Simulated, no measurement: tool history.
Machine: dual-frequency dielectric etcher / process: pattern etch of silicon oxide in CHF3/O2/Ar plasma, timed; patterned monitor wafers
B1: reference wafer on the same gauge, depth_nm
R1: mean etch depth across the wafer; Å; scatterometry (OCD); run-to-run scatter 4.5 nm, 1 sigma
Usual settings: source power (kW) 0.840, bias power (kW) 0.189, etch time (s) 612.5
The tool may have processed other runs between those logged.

{"run": 1, "hour": 0.0, "source power (kW)": 0.92, "bias power (kW)": 0.189, "etch time (s)": 612.5, "B1": 1309.7, "R1": 14217}
{"run": 2, "hour": 9.9, "source power (kW)": 0.84, "bias power (kW)": 0.189, "etch time (s)": 659.0, "B1": 1310.9, "R1": 14907}
{"run": 3, "hour": 18.2, "source power (kW)": 0.84, "bias power (kW)": 0.189, "etch time (s)": 612.5, "B1": 1309.2, "R1": 13863}
{"run": 4, "hour": 32.0, "source power (kW)": 0.84, "bias power (kW)": 0.189, "etch time (s)": 612.5, "B1": 1310.0, "R1": 13967}
{"run": 5, "hour": 38.7, "source power (kW)": 0.84, "bias power (kW)": 0.189, "etch time (s)": 612.5, "B1": 1310.0, "R1": 13916}
{"run": 6, "hour": 50.7, "source power (kW)": 0.71, "bias power (kW)": 0.189, "etch time (s)": 612.5, "B1": 1310.1, "R1": 13238}
{"run": 7, "hour": 67.5, "source power (kW)": 0.71, "bias power (kW)": 0.189, "etch time (s)": 612.5, "B1": 1311.2, "R1": 13250}
{"run": 8, "hour": 74.2, "source power (kW)": 0.84, "bias power (kW)": 0.189, "etch time (s)": 612.5, "B1": 1309.8, "R1": 13847}
{"run": 9, "hour": 80.9, "source power (kW)": 0.84, "bias power (kW)": 0.178, "etch time (s)": 612.5, "B1": 1309.9, "R1": 13533}
{"run": 10, "hour": 92.5, "source power (kW)": 0.67, "bias power (kW)": 0.189, "etch time (s)": 612.5, "B1": 1310.1, "R1": 13034}
{"run": 11, "hour": 99.4, "source power (kW)": 0.84, "bias power (kW)": 0.225, "etch time (s)": 612.5, "B1": 1310.0, "R1": 15137}
{"hour": 106.6, "done": "gauge calibrated"}
{"hour": 132.7, "done": "wet clean of the chamber"}
{"hour": 136.6, "done": "upper electrode replaced"}
{"run": 12, "hour": 137.1, "source power (kW)": 0.64, "bias power (kW)": 0.152, "etch time (s)": 659.0, "B1": 1309.6, "R1": 11788}
{"run": 13, "hour": 137.6, "source power (kW)": 0.73, "bias power (kW)": 0.176, "etch time (s)": 487.0, "B1": 1310.7, "R1": 9791}
{"run": 14, "hour": 138.1, "source power (kW)": 0.92, "bias power (kW)": 0.189, "etch time (s)": 612.5, "B1": 1309.9, "R1": 13629}
{"hour": 141.5, "done": "bias power generator calibrated"}
{"hour": 145.2, "done": "source power generator calibrated"}
{"run": 15, "hour": 155.2, "source power (kW)": 0.84, "bias power (kW)": 0.189, "etch time (s)": 553.5, "B1": 1310.5, "R1": 11933}
{"run": 16, "hour": 166.0, "source power (kW)": 0.92, "bias power (kW)": 0.189, "etch time (s)": 432.0, "B1": 1309.8, "R1": 9627}
{"run": 17, "hour": 178.0, "source power (kW)": 0.84, "bias power (kW)": 0.189, "etch time (s)": 612.5, "B1": 1310.4, "R1": 13351}

Run 18 comes next. What will it give?
{"run": 18, "hour": 188.3, "source power (kW)": 0.84, "bias power (kW)": 0.189, "etch time (s)": 612.5, "B1": "?", "R1": "?"}

{"run 18": {"B1": 1309.1, "R1": 13352}}
With the hidden condition absent and the run-to-run variation left alone, this run would have shown R1 13348 Å.
